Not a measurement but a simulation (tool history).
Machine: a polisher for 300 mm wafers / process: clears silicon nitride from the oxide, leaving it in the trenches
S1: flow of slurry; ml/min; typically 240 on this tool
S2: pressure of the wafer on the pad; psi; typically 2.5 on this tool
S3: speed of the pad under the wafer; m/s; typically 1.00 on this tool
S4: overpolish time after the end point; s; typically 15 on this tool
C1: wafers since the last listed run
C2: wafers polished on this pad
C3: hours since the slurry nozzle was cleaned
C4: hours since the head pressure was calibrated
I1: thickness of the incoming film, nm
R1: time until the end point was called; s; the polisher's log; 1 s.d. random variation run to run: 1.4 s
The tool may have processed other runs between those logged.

run    hour   S1   S2    S3  S4   C1    C2     C3     C4     I1     R1
  1     0.0  240  2.5  1.10  15    0   805  342.9   45.2  110.8  128.2
       39.1  -- slurry nozzle cleaned
  2    40.4  240  2.5  1.00  15  249  1055    1.3   85.6  109.0  139.0
  3    78.2  240  2.7  1.00  15  239  1294   39.1  123.4  109.1  129.2
  4   130.8  240  2.7  1.00  15  333  1628   91.7  176.0  111.1  139.0
  5   162.8  240  2.9  1.00  15  202  1830  123.7  208.0  108.8  125.0
  6   205.6  240  2.9  1.00  15  271  2101  166.5  250.8  109.6  131.2
      220.7  -- worn pad replaced by a new one
  7   270.6  240  2.5  1.00  15  386   316  231.5  315.8  110.4  134.3
  8   328.5  240  2.5  1.00  15  366   682  289.4  373.7  108.0  131.8
  9   359.9  240  2.5  1.00  15  198   881  320.8  405.1  110.9  135.7
 10   417.2  240  2.5  1.00  15  362  1244  378.1  462.4  108.4  138.1
 11   487.4  240  2.5  1.00  15  444  1689  448.3  532.6  110.6  145.4
      491.7  -- worn pad replaced by a new one
      495.6  -- slurry nozzle cleaned
 12   540.4  240  2.5  1.00  15  304   301   44.8  585.6  109.0  133.7
      550.0  -- head pressure recalibrated
 13   577.9  240  2.5  1.00  15  224   526   82.3   27.9  109.4  135.9
 14   608.6  240  2.5  1.00  15  194   721  113.0   58.6  107.7  133.1
 15   670.7  240  2.5  1.00  15  393  1114  175.1  120.7  109.8  136.0
 16   727.9  275  2.5  1.00  15  362  1476  232.3  177.9  109.5  139.8
 17   789.8  240  2.5  1.34   8  392  1869  294.2  239.8  108.0  108.7
      818.4  -- worn pad replaced by a new one
 18   844.1  240  2.7  1.00  15  318   162  348.5  294.1  110.3  125.4
 19   869.6  240  2.1  0.76  22  161   324  374.0  319.6  110.9  212.8
 20   941.2  285  2.2  1.00   8  453   777  445.6  391.2  108.6  150.9
      956.6  -- slurry nozzle cleaned
 21   988.2  240  3.2  0.64  15  291  1069   31.6  438.2  110.8  168.3
 22  1045.7  285  1.7  1.00  15  364  1433   89.1  495.7  111.2  205.9
 23  1072.7  240  2.5  1.00  15  171  1604  116.1  522.7  108.5  142.5
     1103.0  -- head pressure recalibrated
     1105.4  -- worn pad replaced by a new one
 24  1132.6  240  2.5  1.00  15  351   172  176.0   29.6  110.0  136.2
 25  1173.9  305  2.5  0.84  15  261   433  217.3   70.9  111.4  162.1
 26  1226.8  290  1.7  1.00  12  335   768  270.2  123.8  109.9  200.0
 27  1280.2  240  1.9  1.30  24  338  1107  323.6  177.2  110.3  143.9
     1338.6  -- slurry nozzle cleaned
 28  1341.7  170  2.2  0.78  21  383  1490    3.1  238.7  111.1  220.4
 29  1397.3  240  2.5  1.00  15  352  1842   58.7  294.3  108.3  145.9
 30  1437.6  240  2.5  1.00  15  255  2097   99.0  334.6  111.7  156.7
     1441.7  -- worn pad replaced by a new one
 31  1495.4  240  2.5  1.00  15  340   340  156.8  392.4  111.3  138.7
 32  1528.1  270  1.8  1.26  19  207   547  189.5  425.1  109.3  148.9
 33  1562.9  310  3.0  1.22   8  220   768  224.3  459.9  110.8   93.5

5 options for the next run, each taken on its own from the tool as it stands now. Forecast them:
  A  1563.4  240  2.5  1.00  10   3  771  224.8  460.4  110.9   ?
  B  1563.4  265  1.6  1.00   7   3  771  224.8  460.4  110.9   ?
  C  1563.4  240  3.4  1.00   7   3  771  224.8  460.4  110.9   ?
  D  1563.4  265  2.5  1.32  15   3  771  224.8  460.4  110.9   ?
  E  1563.4  160  3.1  1.00  10   3  771  224.8  460.4  110.9   ?

run     R1
  A  138.9
  B  214.9
  C  102.1
  D  104.2
  E  117.7
What these runs would have given with no unlogged condition in the tool:
run     R1
  A  134.6
  B  208.2
  C   98.9
  D  100.9
  E  114.0
